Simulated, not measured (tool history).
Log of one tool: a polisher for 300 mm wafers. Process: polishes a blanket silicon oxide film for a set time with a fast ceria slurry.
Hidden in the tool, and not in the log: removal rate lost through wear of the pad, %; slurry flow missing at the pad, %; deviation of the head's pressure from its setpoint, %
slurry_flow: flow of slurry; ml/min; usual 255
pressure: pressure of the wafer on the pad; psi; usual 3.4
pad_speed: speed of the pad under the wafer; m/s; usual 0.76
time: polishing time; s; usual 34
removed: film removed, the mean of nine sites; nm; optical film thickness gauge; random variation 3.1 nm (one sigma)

run	hour	slurry_flow	pressure	pad_speed	time	wafers since the last listed run	wafers polished on this pad	hours since the slurry nozzle was cleaned	hours since the head pressure was calibrated	incoming thickness of the incoming film, nm	removed
1	0.0	255	3.4	0.76	34	0	1610	278.6	401.8	1903.2	435.5
2	75.3	255	3.4	0.76	34	1240	2851	353.9	477.1	1889.1	443.1
3	138.2	255	3.4	0.76	34	1036	3887	416.8	540.0	1893.5	446.3
# hour 186.1: head pressure recalibrated
4	188.9	255	3.4	0.76	34	802	4689	467.5	2.8	1892.5	420.5
5	253.3	255	3.4	0.76	34	1060	5750	531.9	67.2	1860.0	432.2
6	281.0	255	3.4	0.76	34	456	6206	559.6	94.9	1861.3	430.0
7	344.7	255	3.4	0.76	34	1049	7255	623.3	158.6	1903.7	425.7
# hour 360.5: worn pad replaced by a new one
8	395.8	255	3.4	0.60	34	775	581	674.4	209.7	1904.2	341.5
9	421.0	255	3.4	0.60	34	415	996	699.6	234.9	1941.1	336.4
10	471.8	255	3.4	0.60	34	836	1832	750.4	285.7	1875.7	340.4
# hour 531.7: slurry nozzle cleaned
11	534.4	255	3.4	0.76	34	1014	2847	2.7	348.3	1916.3	441.0
12	600.9	255	3.4	0.76	34	1095	3943	69.2	414.8	1873.0	448.9
13	672.5	255	3.4	0.76	34	1179	5122	140.8	486.4	1932.1	443.1
14	704.6	255	3.4	0.76	34	528	5651	172.9	518.5	1931.3	449.4
15	733.4	255	3.4	0.66	34	474	6125	201.7	547.3	1874.8	389.9
16	763.2	195	3.4	0.76	34	490	6616	231.5	577.1	1879.7	435.0
# hour 812.5: head pressure recalibrated
# hour 818.5: worn pad replaced by a new one
17	819.0	255	3.4	0.76	34	820	8	287.3	6.5	1873.6	429.4
18	850.7	255	3.4	0.76	34	522	530	319.0	38.2	1900.1	428.0
19	877.4	255	2.7	0.76	34	439	970	345.7	64.9	1876.9	339.7
20	916.8	255	3.4	0.76	34	649	1619	385.1	104.3	1908.4	429.1
21	956.2	255	3.8	0.58	27	649	2268	424.5	143.7	1902.8	288.0
22	981.4	175	3.9	0.76	25	415	2683	449.7	168.9	1924.0	343.0
23	1058.5	165	3.4	0.86	34	1270	3953	526.8	246.0	1892.6	464.2
24	1090.1	255	3.4	0.76	34	520	4474	558.4	277.6	1876.3	428.9
25	1123.7	255	2.8	0.64	34	553	5027	592.0	311.2	1936.0	301.0
26	1150.0	255	3.4	0.76	34	433	5461	618.3	337.5	1895.8	435.2
# hour 1197.4: slurry nozzle cleaned
27	1214.0	315	3.4	0.76	34	1037	6498	16.6	401.5	1922.8	448.0
28	1280.9	215	3.4	0.76	39	1102	7600	83.5	468.4	1923.8	506.5
# hour 1308.0: worn pad replaced by a new one
29	1343.2	255	3.4	0.60	34	960	580	145.8	530.7	1933.7	353.0
# hour 1361.1: head pressure recalibrated
30	1399.9	295	2.5	0.90	30	901	1481	202.5	38.8	1928.6	338.5
31	1435.5	175	3.4	0.96	34	586	2068	238.1	74.4	1912.0	528.6
32	1488.1	170	4.2	0.56	39	866	2934	290.7	127.0	1911.5	436.6
33	1516.4	255	3.4	0.76	34	466	3400	319.0	155.3	1856.0	436.3
34	1585.5	255	3.4	0.76	26	1138	4538	388.1	224.4	1903.0	337.0
35	1656.1	255	3.4	0.76	34	1162	5701	458.7	295.0	1905.3	442.4
36	1694.9	255	3.4	0.76	34	639	6341	497.5	333.8	1866.1	438.4
37	1747.8	195	2.9	0.76	28	871	7212	550.4	386.7	1910.4	299.5
# hour 1772.9: worn pad replaced by a new one
38	1810.2	255	3.4	0.64	43	961	614	612.8	449.1	1918.7	470.1

The same runs without the tool's hidden state, with the same run-to-run variation:
run	removed
1	428.4
2	434.5
3	436.8
4	424.0
5	435.4
6	433.2
7	428.9
8	344.5
9	339.6
10	344.5
11	430.3
12	435.9
13	428.3
14	433.5
15	375.6
16	419.3
17	433.8
18	431.8
19	342.4
20	431.9
21	289.6
22	347.0
23	470.9
24	430.9
25	302.5
26	437.6
27	435.2
28	490.1
29	340.1
30	336.2
31	525.2
32	433.0
33	431.1
34	332.1
35	435.3
36	431.0
37	295.8
38	462.3
